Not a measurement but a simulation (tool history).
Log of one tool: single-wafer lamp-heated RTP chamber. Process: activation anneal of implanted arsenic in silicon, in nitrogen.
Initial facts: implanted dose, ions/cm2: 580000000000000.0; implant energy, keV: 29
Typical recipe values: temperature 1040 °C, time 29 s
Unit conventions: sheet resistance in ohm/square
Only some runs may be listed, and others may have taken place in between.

| run | hour | temperature | time | wafers since the last listed run | wafers since the last pyrometer calibration | wafers since the reflector plate was cleaned | hours since the gauge calibration | read-back reference wafer on the same gauge, sheet resistance | sheet resistance |
|---|---|---|---|---|---|---|---|---|---|
| 1 | 0 | 1040 | 29 | 0 | 982 | 2207 | 194 | 188.02 | 172.85 |
| 2 | 17.5 | 1040 | 29 | 346 | 1329 | 2553 | 211.5 | 187.92 | 173.02 |
| 3 | 32.6 | 1032 | 29 | 299 | 1628 | 2853 | 226.6 | 187.95 | 173.62 |
| 4 | 38.6 | 1032 | 29 | 118 | 1747 | 2972 | 232.6 | 188.02 | 173.66 |
| 5 | 51.6 | 1040 | 29 | 257 | 2005 | 3229 | 245.6 | 187.93 | 172.03 |
| 6 | 62.1 | 1040 | 25 | 208 | 2213 | 3437 | 256.1 | 187.98 | 172.99 |
| 7 | 72.9 | 1040 | 25 | 214 | 2427 | 3651 | 266.9 | 187.91 | 172.95 |
| 8 | 81.3 | 1040 | 25 | 166 | 2593 | 3818 | 275.3 | 188.04 | 172.76 |
|  | 83.3 | gauge calibrated |
| 9 | 96 | 1033 | 35 | 291 | 2885 | 4109 | 12.7 | 188 | 171.7 |
| 10 | 106.4 | 1052 | 20 | 206 | 3091 | 4315 | 23.1 | 187.97 | 172.65 |
| 11 | 122.2 | 1031 | 24 | 313 | 3404 | 4628 | 38.9 | 187.99 | 174.41 |
| 12 | 130.6 | 1040 | 39 | 166 | 3571 | 4795 | 47.3 | 187.98 | 169.95 |
|  | 142.2 | reflector plate cleaned |
| 13 | 144.5 | 1030 | 36 | 116 | 3687 | 44 | 61.2 | 187.99 | 172.39 |

Run 14 has not been measured yet. What should we expect?
| 14 | 162.1 | 1028 | 22 | 348 | 4036 | 393 | 78.8 | ? | ? |

read-back reference wafer on the same gauge, sheet resistance: 188.09
sheet resistance: 175.46 ohm/square
On a tool with no hidden condition, and with the same random variation, this run would have come out at sheet resistance 177.18 ohm/square.

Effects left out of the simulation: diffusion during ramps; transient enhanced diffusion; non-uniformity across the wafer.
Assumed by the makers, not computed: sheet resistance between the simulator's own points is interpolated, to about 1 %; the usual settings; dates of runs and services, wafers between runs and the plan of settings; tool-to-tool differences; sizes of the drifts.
